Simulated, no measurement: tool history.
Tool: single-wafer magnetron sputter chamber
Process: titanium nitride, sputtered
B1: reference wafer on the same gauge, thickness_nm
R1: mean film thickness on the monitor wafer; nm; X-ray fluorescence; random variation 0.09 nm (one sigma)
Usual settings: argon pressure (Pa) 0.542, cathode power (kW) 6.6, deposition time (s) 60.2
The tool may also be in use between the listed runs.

Run 1, hour 0: usual settings; B1 48.898. Result: R1 59.68 nm.
Run 2, hour 20.1: usual settings; B1 48.911. Result: R1 59.711 nm.
Run 3, hour 40.4: usual settings; B1 48.899. Result: R1 59.703 nm.
Run 4, hour 76.1: usual settings; B1 48.892. Result: R1 59.558 nm.
Run 5, hour 97.4: usual settings; B1 48.898. Result: R1 59.567 nm.
At hour 119.1: magnet pack replaced.
Run 6, hour 131: usual settings but deposition time (s) 69.4; B1 48.895. Result: R1 68.443 nm.
At hour 132.5: gauge calibrated.
Run 7, hour 146.2: usual settings but deposition time (s) 69.4; B1 48.899. Result: R1 68.517 nm.

Forecast run 8:
Run 8, hour 172.9: usual settings but deposition time (s) 70; B1 ?. Result: R1 ?.

B1: 48.894
R1: 68.816 nm
Without the tool's hidden state the same run would have given R1 69.288 nm.
